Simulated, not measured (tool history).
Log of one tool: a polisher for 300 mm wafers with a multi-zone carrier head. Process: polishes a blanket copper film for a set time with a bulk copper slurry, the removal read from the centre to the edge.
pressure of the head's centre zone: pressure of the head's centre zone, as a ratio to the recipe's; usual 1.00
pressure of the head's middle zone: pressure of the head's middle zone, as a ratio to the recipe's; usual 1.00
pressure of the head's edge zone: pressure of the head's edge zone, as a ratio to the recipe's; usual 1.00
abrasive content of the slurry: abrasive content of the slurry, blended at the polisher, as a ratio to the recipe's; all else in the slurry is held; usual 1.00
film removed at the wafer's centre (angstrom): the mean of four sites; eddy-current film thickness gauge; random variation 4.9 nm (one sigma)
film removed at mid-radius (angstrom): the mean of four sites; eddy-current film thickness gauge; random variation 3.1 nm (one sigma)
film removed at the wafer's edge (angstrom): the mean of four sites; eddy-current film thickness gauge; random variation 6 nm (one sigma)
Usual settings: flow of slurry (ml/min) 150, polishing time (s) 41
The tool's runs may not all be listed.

run    hour  flow of slurry (ml/min)  pressure of the head's centre zone  pressure of the head's middle zone  pressure of the head's edge zone  abrasive content of the slurry  polishing time (s)  wafers since the last listed run  wafers polished on this pad  hours since the slurry nozzle was cleaned  hours since the centre zone pressure was calibrated  hours since the edge zone pressure was calibrated  hours since the carrier head's membrane was replaced  incoming thickness of the incoming film, nm  film removed at the wafer's centre (angstrom)  film removed at mid-radius (angstrom)  film removed at the wafer's edge (angstrom)
  1     0.0                      150                                1.00                                1.00                              1.00                            1.00                  41                                 0                          489                                      368.6                                                741.2                                              489.9                                                1222.8                                       2252.3                                           3670                                   3729                                         3868
       14.2  -- edge zone pressure recalibrated
  2    51.6                      150                                1.00                                1.00                              1.00                            1.00                  41                               719                         1209                                      420.2                                                792.8                                               37.4                                                1274.4                                       2257.7                                           3588                                   3705                                         3837
      106.5  -- slurry nozzle cleaned
      209.6  -- worn pad replaced by a new one
  3   305.3                      150                                1.00                                1.00                              1.00                            1.00                  37                              3609                         1388                                      198.8                                               1046.5                                              291.1                                                1528.1                                       2242.5                                           3467                                   3422                                         3496
  4   382.9                      150                                1.00                                1.00                              1.00                            1.00                  41                              1126                         2514                                      276.4                                               1124.1                                              368.7                                                1605.7                                       2296.9                                           3639                                   3650                                         3811
      422.3  -- worn pad replaced by a new one
  5   427.1                      150                                1.00                                1.00                              1.00                            1.00                  41                               583                           70                                      320.6                                               1168.3                                              412.9                                                1649.9                                       2262.9                                           3896                                   3786                                         3922
  6   473.7                      150                                1.00                                1.00                              1.00                            1.00                  41                               676                          746                                      367.2                                               1214.9                                              459.5                                                1696.5                                       2260.9                                           3820                                   3805                                         3909
      518.6  -- centre zone pressure recalibrated
      534.3  -- edge zone pressure recalibrated
  7   580.2                      150                                1.00                                1.07                              1.00                            1.00                  41                              1487                         2233                                      473.7                                                 61.6                                               45.9                                                1803.0                                       2256.2                                           3519                                   3689                                         3633
  8   623.3                      195                                1.00                                1.10                              1.00                            1.15                  41                               625                         2859                                      516.8                                                104.7                                               89.0                                                1846.1                                       2277.8                                           3671                                   3951                                         3845
      637.8  -- slurry nozzle cleaned
      655.0  -- worn pad replaced by a new one
      656.4  -- carrier head's membrane replaced by a new one
  9   715.7                      100                                1.00                                1.00                              1.00                            0.85                  33                              1248                          860                                       77.9                                                197.1                                              181.4                                                  59.3                                       2248.7                                           2651                                   2649                                         2833
 10   819.4                      150                                0.96                                1.00                              1.00                            1.00                  41                              1504                         2365                                      181.6                                                300.8                                              285.1                                                 163.0                                       2241.5                                           3618                                   3681                                         3735
      866.9  -- worn pad replaced by a new one
 11   912.1                      150                                1.00                                1.00                              1.00                            1.00                  41                              1287                          656                                      274.3                                                393.5                                              377.8                                                 255.7                                       2244.8                                           3832                                   3828                                         3937
      949.5  -- edge zone pressure recalibrated
 12   951.1                      150                                1.00                                1.00                              1.00                            1.00                  41                               536                         1193                                      313.3                                                432.5                                                1.6                                                 294.7                                       2281.4                                           3742                                   3768                                         3830
 13  1009.4                      150                                1.00                                1.00                              0.94                            1.00                  41                               846                         2039                                      371.6                                                490.8                                               59.9                                                 353.0                                       2255.4                                           3586                                   3661                                         3644
 14  1066.5                      185                                1.00                                1.03                              1.00                            1.10                  37                               828                         2867                                      428.7                                                547.9                                              117.0                                                 410.1                                       2263.0                                           3369                                   3454                                         3475

Hidden state or all else? Some run-to-run changes of film removed at the wafer's centre (angstrom), split into what the settings, what came in and random variation would give without the hidden state, and what is left for the hidden state (with any gauge scatter that isn't in both results):
The hidden state here: removal rate lost through wear of the pad, %; slurry flow missing at the pad, %; deviation of the centre zone's pressure from its setpoint, %; deviation of the edge zone's pressure from its setpoint, %.
Run 8 -> 9: flow of slurry (ml/min) 195 -> 100, pressure of the head's middle zone 1.10 -> 1.00, abrasive content of the slurry 1.15 -> 0.85, polishing time (s) 41 -> 33, slurry nozzle cleaned, worn pad replaced by a new one, carrier head's membrane replaced by a new one. film removed at the wafer's centre (angstrom) -1020: hidden state +593, all else -1613.

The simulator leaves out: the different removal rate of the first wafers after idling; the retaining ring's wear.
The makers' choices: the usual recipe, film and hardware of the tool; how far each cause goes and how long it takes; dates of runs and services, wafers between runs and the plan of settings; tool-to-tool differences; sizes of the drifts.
